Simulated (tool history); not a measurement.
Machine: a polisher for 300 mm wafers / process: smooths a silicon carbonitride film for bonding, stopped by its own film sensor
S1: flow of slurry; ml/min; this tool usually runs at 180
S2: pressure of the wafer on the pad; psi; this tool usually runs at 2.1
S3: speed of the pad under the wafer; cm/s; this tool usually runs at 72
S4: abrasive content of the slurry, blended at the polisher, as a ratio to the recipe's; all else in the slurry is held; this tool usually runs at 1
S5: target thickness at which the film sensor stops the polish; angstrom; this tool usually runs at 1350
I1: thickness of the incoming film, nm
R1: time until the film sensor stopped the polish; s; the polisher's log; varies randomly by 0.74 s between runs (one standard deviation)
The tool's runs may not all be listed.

{"run": 1, "hour": 0.0, "S1": 180, "S2": 2.1, "S3": 72, "S4": 1, "S5": 1330, "I1": 149.8, "R1": 76}
{"run": 2, "hour": 27.6, "S1": 180, "S2": 2.1, "S3": 72, "S4": 1, "S5": 1350, "I1": 150.4, "R1": 70.3}
{"run": 3, "hour": 56.8, "S1": 180, "S2": 2.1, "S3": 72, "S4": 1, "S5": 1350, "I1": 148.4, "R1": 62.7}
{"hour": 67.2, "done": "worn pad replaced by a new one"}
{"run": 4, "hour": 76.4, "S1": 180, "S2": 2.1, "S3": 72, "S4": 1, "S5": 1350, "I1": 150.8, "R1": 73.8}
{"hour": 96.4, "done": "head pressure recalibrated"}
{"run": 5, "hour": 105.2, "S1": 180, "S2": 2.1, "S3": 72, "S4": 1, "S5": 1350, "I1": 148.8, "R1": 62.1}
{"run": 6, "hour": 131.9, "S1": 180, "S2": 2.1, "S3": 72, "S4": 1, "S5": 1350, "I1": 148.9, "R1": 63.8}
{"run": 7, "hour": 150.0, "S1": 180, "S2": 2.1, "S3": 80, "S4": 1, "S5": 1380, "I1": 148.4, "R1": 45.8}
{"run": 8, "hour": 181.4, "S1": 215, "S2": 2.1, "S3": 72, "S4": 1, "S5": 1380, "I1": 151.3, "R1": 59.2}
{"run": 9, "hour": 199.9, "S1": 180, "S2": 2.1, "S3": 72, "S4": 1, "S5": 1350, "I1": 149.6, "R1": 68}
{"run": 10, "hour": 232.7, "S1": 180, "S2": 2.1, "S3": 72, "S4": 1.25, "S5": 1350, "I1": 151.2, "R1": 66.7}
{"run": 11, "hour": 261.3, "S1": 130, "S2": 2.1, "S3": 72, "S4": 1.25, "S5": 1350, "I1": 149.9, "R1": 66.3}
{"run": 12, "hour": 289.4, "S1": 180, "S2": 1.6, "S3": 72, "S4": 1, "S5": 1350, "I1": 150.8, "R1": 95.5}
{"hour": 316.1, "done": "slurry blender recalibrated"}
{"run": 13, "hour": 316.6, "S1": 180, "S2": 2.1, "S3": 72, "S4": 1.1, "S5": 1390, "I1": 148.2, "R1": 41.1}
{"hour": 321.3, "done": "worn pad replaced by a new one"}
{"run": 14, "hour": 343.9, "S1": 180, "S2": 2.1, "S3": 72, "S4": 1, "S5": 1350, "I1": 149.3, "R1": 66.5}
{"run": 15, "hour": 356.1, "S1": 240, "S2": 2.1, "S3": 90, "S4": 1, "S5": 1380, "I1": 149.9, "R1": 46.6}
{"run": 16, "hour": 376.0, "S1": 180, "S2": 2.1, "S3": 72, "S4": 0.75, "S5": 1350, "I1": 150.8, "R1": 84.4}
{"run": 17, "hour": 394.6, "S1": 180, "S2": 1.8, "S3": 58, "S4": 1.25, "S5": 1370, "I1": 149.8, "R1": 71.3}
{"run": 18, "hour": 409.9, "S1": 180, "S2": 2.1, "S3": 62, "S4": 1, "S5": 1350, "I1": 148.9, "R1": 69.5}
{"run": 19, "hour": 466.7, "S1": 180, "S2": 2.1, "S3": 72, "S4": 1.2, "S5": 1350, "I1": 149.9, "R1": 62.2}
{"run": 20, "hour": 493.0, "S1": 180, "S2": 1.7, "S3": 72, "S4": 1.3, "S5": 1380, "I1": 150.3, "R1": 61.2}
{"run": 21, "hour": 517.0, "S1": 180, "S2": 2.6, "S3": 60, "S4": 0.75, "S5": 1320, "I1": 151.8, "R1": 96.5}
{"run": 22, "hour": 549.3, "S1": 180, "S2": 2.1, "S3": 72, "S4": 1, "S5": 1350, "I1": 148.1, "R1": 59.2}
{"run": 23, "hour": 575.4, "S1": 180, "S2": 2.1, "S3": 72, "S4": 0.7, "S5": 1350, "I1": 149.5, "R1": 83.4}
{"hour": 581.0, "done": "worn pad replaced by a new one"}
{"run": 24, "hour": 595.9, "S1": 220, "S2": 2.1, "S3": 72, "S4": 1, "S5": 1350, "I1": 149.4, "R1": 63.3}
{"run": 25, "hour": 624.0, "S1": 180, "S2": 1.8, "S3": 58, "S4": 1.25, "S5": 1370, "I1": 149, "R1": 67.2}
{"run": 26, "hour": 637.2, "S1": 180, "S2": 2.1, "S3": 72, "S4": 1, "S5": 1400, "I1": 149.1, "R1": 42}
{"run": 27, "hour": 670.8, "S1": 150, "S2": 2.6, "S3": 94, "S4": 1, "S5": 1350, "I1": 151, "R1": 51.7}
{"run": 28, "hour": 705.1, "S1": 180, "S2": 2.1, "S3": 72, "S4": 1, "S5": 1350, "I1": 149.4, "R1": 66}
{"run": 29, "hour": 735.3, "S1": 180, "S2": 2.1, "S3": 96, "S4": 1, "S5": 1300, "I1": 148.9, "R1": 72}
{"run": 30, "hour": 750.9, "S1": 180, "S2": 1.7, "S3": 72, "S4": 1, "S5": 1340, "I1": 151, "R1": 96.7}

4 ways to go on from here, each from the tool as it stands after run 30. What would each give?
{"run": "A", "hour": 751.3, "S1": 180, "S2": 2.1, "S3": 72, "S4": 1, "S5": 1350, "I1": 150.3, "R1": "?"}
{"run": "B", "hour": 751.3, "S1": 130, "S2": 2.1, "S3": 72, "S4": 1, "S5": 1350, "I1": 150.3, "R1": "?"}
{"run": "C", "hour": 751.3, "S1": 180, "S2": 1.7, "S3": 58, "S4": 1, "S5": 1350, "I1": 150.3, "R1": "?"}
{"run": "D", "hour": 751.3, "S1": 180, "S2": 1.6, "S3": 72, "S4": 0.75, "S5": 1350, "I1": 150.3, "R1": "?"}

run=A R1=70.1
run=B R1=74.6
run=C R1=98.7
run=D R1=108.5
Without the tool's unlogged condition, the same runs would have read:
run=A R1=70.1
run=B R1=74.6
run=C R1=98.7
run=D R1=108.5
